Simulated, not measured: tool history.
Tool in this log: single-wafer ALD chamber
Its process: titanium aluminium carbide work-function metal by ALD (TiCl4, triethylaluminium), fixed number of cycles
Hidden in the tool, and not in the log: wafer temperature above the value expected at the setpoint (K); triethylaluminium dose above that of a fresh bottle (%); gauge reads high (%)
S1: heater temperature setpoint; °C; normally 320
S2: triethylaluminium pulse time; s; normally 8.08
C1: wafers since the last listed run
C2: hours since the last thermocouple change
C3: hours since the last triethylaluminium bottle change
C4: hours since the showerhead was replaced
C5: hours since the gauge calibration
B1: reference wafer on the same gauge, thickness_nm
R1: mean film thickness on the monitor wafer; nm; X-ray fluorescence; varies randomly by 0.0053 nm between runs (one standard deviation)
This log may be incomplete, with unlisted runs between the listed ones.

{"run": 1, "hour": 0.0, "S1": 320, "S2": 8.08, "C1": 0, "C2": 2155.3, "C3": 1107.1, "C4": 3012.7, "C5": 86.6, "B1": 1.761, "R1": 2.098}
{"run": 2, "hour": 18.4, "S1": 320, "S2": 8.08, "C1": 192, "C2": 2173.7, "C3": 1125.5, "C4": 3031.1, "C5": 105.0, "B1": 1.761, "R1": 2.1}
{"run": 3, "hour": 38.7, "S1": 320, "S2": 8.08, "C1": 212, "C2": 2194.0, "C3": 1145.8, "C4": 3051.4, "C5": 125.3, "B1": 1.761, "R1": 2.097}
{"run": 4, "hour": 53.2, "S1": 327, "S2": 8.08, "C1": 151, "C2": 2208.5, "C3": 1160.3, "C4": 3065.9, "C5": 139.8, "B1": 1.759, "R1": 2.151}
{"run": 5, "hour": 147.9, "S1": 327, "S2": 8.08, "C1": 991, "C2": 2303.2, "C3": 1255.0, "C4": 3160.6, "C5": 234.5, "B1": 1.761, "R1": 2.159}
{"hour": 173.6, "done": "showerhead replaced"}
{"hour": 176.7, "done": "thermocouple changed; heater temperature recalibrated"}
{"run": 6, "hour": 179.0, "S1": 320, "S2": 8.08, "C1": 208, "C2": 2.3, "C3": 1286.1, "C4": 5.4, "C5": 265.6, "B1": 1.759, "R1": 2.104}
{"hour": 182.7, "done": "gauge calibrated"}
{"run": 7, "hour": 206.5, "S1": 320, "S2": 8.08, "C1": 287, "C2": 29.8, "C3": 1313.6, "C4": 32.9, "C5": 23.8, "B1": 1.76, "R1": 2.094}
{"run": 8, "hour": 242.3, "S1": 333, "S2": 8.08, "C1": 374, "C2": 65.6, "C3": 1349.4, "C4": 68.7, "C5": 59.6, "B1": 1.759, "R1": 2.193}
{"run": 9, "hour": 264.4, "S1": 320, "S2": 8.08, "C1": 231, "C2": 87.7, "C3": 1371.5, "C4": 90.8, "C5": 81.7, "B1": 1.76, "R1": 2.088}
{"run": 10, "hour": 282.2, "S1": 327, "S2": 6.55, "C1": 186, "C2": 105.5, "C3": 1389.3, "C4": 108.6, "C5": 99.5, "B1": 1.758, "R1": 2.084}
{"hour": 299.4, "done": "triethylaluminium bottle replaced"}
{"run": 11, "hour": 314.1, "S1": 320, "S2": 5.68, "C1": 250, "C2": 137.4, "C3": 14.7, "C4": 140.5, "C5": 131.4, "B1": 1.76, "R1": 1.988}
{"run": 12, "hour": 334.9, "S1": 307, "S2": 9.78, "C1": 217, "C2": 158.2, "C3": 35.5, "C4": 161.3, "C5": 152.2, "B1": 1.761, "R1": 2.032}
{"run": 13, "hour": 347.2, "S1": 320, "S2": 8.08, "C1": 128, "C2": 170.5, "C3": 47.8, "C4": 173.6, "C5": 164.5, "B1": 1.759, "R1": 2.098}
{"run": 14, "hour": 359.3, "S1": 320, "S2": 5.11, "C1": 126, "C2": 182.6, "C3": 59.9, "C4": 185.7, "C5": 176.6, "B1": 1.76, "R1": 1.959}
{"run": 15, "hour": 379.1, "S1": 320, "S2": 10.9, "C1": 207, "C2": 202.4, "C3": 79.7, "C4": 205.5, "C5": 196.4, "B1": 1.759, "R1": 2.159}

What if the next run were any one of these 4? Each begins from the tool's condition after run 15:
{"run": "A", "hour": 379.5, "S1": 320, "S2": 8.08, "C1": 4, "C2": 202.8, "C3": 80.1, "C4": 205.9, "C5": 196.8, "B1": "?", "R1": "?"}
{"run": "B", "hour": 379.5, "S1": 330, "S2": 9.65, "C1": 4, "C2": 202.8, "C3": 80.1, "C4": 205.9, "C5": 196.8, "B1": "?", "R1": "?"}
{"run": "C", "hour": 379.5, "S1": 315, "S2": 6.13, "C1": 4, "C2": 202.8, "C3": 80.1, "C4": 205.9, "C5": 196.8, "B1": "?", "R1": "?"}
{"run": "D", "hour": 379.5, "S1": 329, "S2": 8.08, "C1": 4, "C2": 202.8, "C3": 80.1, "C4": 205.9, "C5": 196.8, "B1": "?", "R1": "?"}

run=A B1=1.759 R1=2.097
run=B B1=1.759 R1=2.216
run=C B1=1.759 R1=1.982
run=D B1=1.759 R1=2.164
Without the tool's unlogged condition, the same runs would have read:
run=A R1=2.097
run=B R1=2.216
run=C R1=1.982
run=D R1=2.164
